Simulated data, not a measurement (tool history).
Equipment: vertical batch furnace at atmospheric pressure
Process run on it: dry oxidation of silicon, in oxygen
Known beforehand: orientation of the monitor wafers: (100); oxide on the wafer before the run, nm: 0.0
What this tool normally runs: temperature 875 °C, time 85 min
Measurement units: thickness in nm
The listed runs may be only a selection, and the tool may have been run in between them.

run   hour  temperature  time  read-back reference wafer on the same gauge, thickness  thickness
  1      0          864    85                                                    16.9      17.76
  2   55.2          864    85                                                    16.9       17.8
  3   87.7          875   104                                                   16.91      22.88
  4  111.2          875   104                                                    16.9      22.88
  5    130          875    61                                                   16.91      16.05
  6    216          875    85                                                   16.91      20.07
  7  236.2          875    85                                                    16.9      19.99
  8  255.8          875    85                                                    16.9      20.05
     262.3  -- gauge calibrated
     284.5  -- thermocouples replaced and temperature profile calibrated
  9    285          875    85                                                    16.9      19.23
     322.4  -- boat lift adjusted
 10  322.9          884    44                                                   16.91      13.68
 11    338          884    64                                                    16.9      17.65
 12  361.7          896    57                                                    16.9      18.55
 13  447.6          850    98                                                   16.89      16.25
 14  469.5          875    61                                                   16.91       15.6
 15  501.1          875    71                                                   16.89      17.33
 16  520.2          886   127                                                    16.9      28.62

3 options for the next run, each taken on its own from the tool as it stands now. Forecast them:
  A  524.7          875     85                                                       ?          ?
  B  524.7          864  104.5                                                       ?          ?
  C  524.7          886   62.5                                                       ?          ?

run  read-back reference wafer on the same gauge, thickness  thickness
  A                                                    16.9      19.58
  B                                                    16.9      19.94
  C                                                    16.9      17.93
Without the tool's hidden state the same runs would have given:
run  thickness
  A      19.23
  B      19.58
  C      17.62

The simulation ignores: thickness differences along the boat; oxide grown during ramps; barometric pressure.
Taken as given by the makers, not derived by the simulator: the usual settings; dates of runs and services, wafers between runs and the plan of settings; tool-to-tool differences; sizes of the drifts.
